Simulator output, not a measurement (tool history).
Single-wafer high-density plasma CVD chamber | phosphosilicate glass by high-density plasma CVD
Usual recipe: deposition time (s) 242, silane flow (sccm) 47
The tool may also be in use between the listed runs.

run,hour,deposition time (s),silane flow (sccm),wafers since the last listed run,hours since the silane flow controller was replaced,hours since the gauge calibration,"read-back reference wafer on the same gauge, thickness_nm",mean film thickness on the monitor wafer (nm)
1,0.0,242,47,0,3327.9,647.2,1388.970,1207.731
2,77.0,242,47,400,3404.9,724.2,1389.284,1207.764
3,112.8,242,47,186,3440.7,760.0,1390.290,1204.094
4,132.5,242,47,102,3460.4,779.7,1389.785,1210.614
5,164.5,242,47,166,3492.4,811.7,1390.349,1209.931
6,200.2,231,50,185,3528.1,847.4,1391.318,1216.761
7,226.9,242,54,138,3554.8,874.1,1389.012,1356.960
8,259.0,242,42,167,3586.9,906.2,1389.863,1111.231
9,274.8,242,47,82,3602.7,922.0,1390.556,1205.491
10,373.4,242,45,513,3701.3,1020.6,1388.781,1173.235
11,408.2,242,45,181,3736.1,1055.4,1390.793,1177.306
12,436.9,242,47,149,3764.8,1084.1,1390.379,1210.610
# hour 442.7: gauge calibrated
13,543.4,242,47,554,3871.3,100.7,1390.571,1214.215
14,632.5,242,47,463,3960.4,189.8,1389.957,1219.927
15,656.1,242,41,122,3984.0,213.4,1389.773,1092.038
16,686.6,242,41,158,4014.5,243.9,1389.337,1091.859
17,718.9,265,47,168,4046.8,276.2,1391.878,1331.417
18,745.0,209,47,135,4072.9,302.3,1390.287,1049.143
19,775.7,288,47,159,4103.6,333.0,1389.157,1442.262
20,802.5,242,47,139,4130.4,359.8,1389.642,1213.210
21,830.9,286,47,147,4158.8,388.2,1390.182,1437.074
22,845.6,242,47,76,4173.5,402.9,1389.641,1218.281
23,872.1,217,40,137,4200.0,429.4,1390.961,958.442
# hour 902.6: silane flow controller replaced
24,903.1,242,47,119,0.5,460.4,1389.113,1178.580
25,917.6,242,40,75,15.0,474.9,1389.843,1039.948
26,951.1,227,50,174,48.5,508.4,1390.295,1165.366
27,965.2,224,52,73,62.6,522.5,1390.069,1185.980
28,983.2,242,47,93,80.6,540.5,1389.729,1183.118
29,1003.7,207,56,106,101.1,561.0,1390.256,1169.267
30,1026.2,285,51,117,123.6,583.5,1389.273,1489.400
31,1054.5,256,56,147,151.9,611.8,1388.477,1444.814

What will run 32 give?
32,1067.9,242,39,69,165.3,625.2,?,?

{"run 32": {"read-back reference wafer on the same gauge, thickness_nm": 1390.266, "mean film thickness on the monitor wafer (nm)": 1018.243}}
On a tool with no hidden condition, and with the same random variation, this run would have come out at mean film thickness on the monitor wafer (nm) 1008.630.
